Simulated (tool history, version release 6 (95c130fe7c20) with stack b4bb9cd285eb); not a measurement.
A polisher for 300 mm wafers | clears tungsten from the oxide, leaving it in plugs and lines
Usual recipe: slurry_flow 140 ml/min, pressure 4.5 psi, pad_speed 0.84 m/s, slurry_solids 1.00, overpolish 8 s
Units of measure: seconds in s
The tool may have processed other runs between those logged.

run     day  slurry_flow  pressure  pad_speed  slurry_solids  overpolish  incoming thickness of the incoming film, nm  seconds
  1   0.000          140       4.5       0.84           1.00           8                                        238.5     49.0
  2   1.712          140       4.5       0.84           1.00           8                                        241.1     49.5
  3   2.696          140       4.5       0.84           1.00           8                                        235.2     51.1
      3.033  -- slurry tank refilled with fresh slurry and peroxide
  4   3.975          140       4.5       0.84           1.00           8                                        235.4     49.9
      4.338  -- worn pad replaced by a new one
  5   5.408          140       4.5       0.84           1.00           8                                        243.0     51.4
      6.075  -- slurry blender recalibrated
  6   6.821          140       4.5       0.96           1.00           8                                        237.6     44.8
      7.042  -- slurry tank refilled with fresh slurry and peroxide
      7.346  -- head pressure recalibrated
  7   7.625          140       4.5       0.96           1.00           8                                        241.0     44.6
  8   8.338          140       3.3       0.84           1.00           8                                        242.0     65.0
      8.517  -- worn pad replaced by a new one
      8.733  -- slurry nozzle cleaned
  9   9.688          140       3.3       0.84           1.00           8                                        243.0     67.8
 10  10.962          140       4.5       0.84           1.00           8                                        240.0     51.9
     11.508  -- slurry tank refilled with fresh slurry and peroxide
 11  12.417          125       4.5       0.84           1.00          10                                        240.3     51.0
     12.767  -- worn pad replaced by a new one
 12  13.288          140       4.5       0.84           1.00           8                                        242.3     51.9
 13  13.896          140       4.5       0.84           1.00           8                                        236.5     51.4
     14.258  -- slurry blender recalibrated
 14  14.729          140       4.5       0.54           0.75           8                                        238.4     81.7
     15.592  -- slurry tank refilled with fresh slurry and peroxide
 15  16.158          140       4.5       0.84           1.00           8                                        241.9     51.7
     17.183  -- worn pad replaced by a new one
 16  17.212          140       4.5       0.84           1.00           8                                        237.1     50.9
 17  17.883          140       4.5       0.84           0.75          12                                        243.4     53.3
 18  18.821          165       6.0       0.84           1.00          11                                        241.9     40.5
     19.571  -- slurry tank refilled with fresh slurry and peroxide
 19  20.150          140       2.9       0.84           1.00           8                                        245.1     73.4
     21.267  -- worn pad replaced by a new one
 20  21.288          190       4.5       1.04           1.10           8                                        239.2     40.1

What was the tool's hidden state at every run in the log?
removal rate lost through wear of the pad, %: 0 on each run
slurry flow missing at the pad, %: 0 on each run
deviation of the head's pressure from its setpoint, %: 0 on each run
abrasive missing from the slurry, %: 0 on each run
peroxide lost from the slurry, %: 0 on each run

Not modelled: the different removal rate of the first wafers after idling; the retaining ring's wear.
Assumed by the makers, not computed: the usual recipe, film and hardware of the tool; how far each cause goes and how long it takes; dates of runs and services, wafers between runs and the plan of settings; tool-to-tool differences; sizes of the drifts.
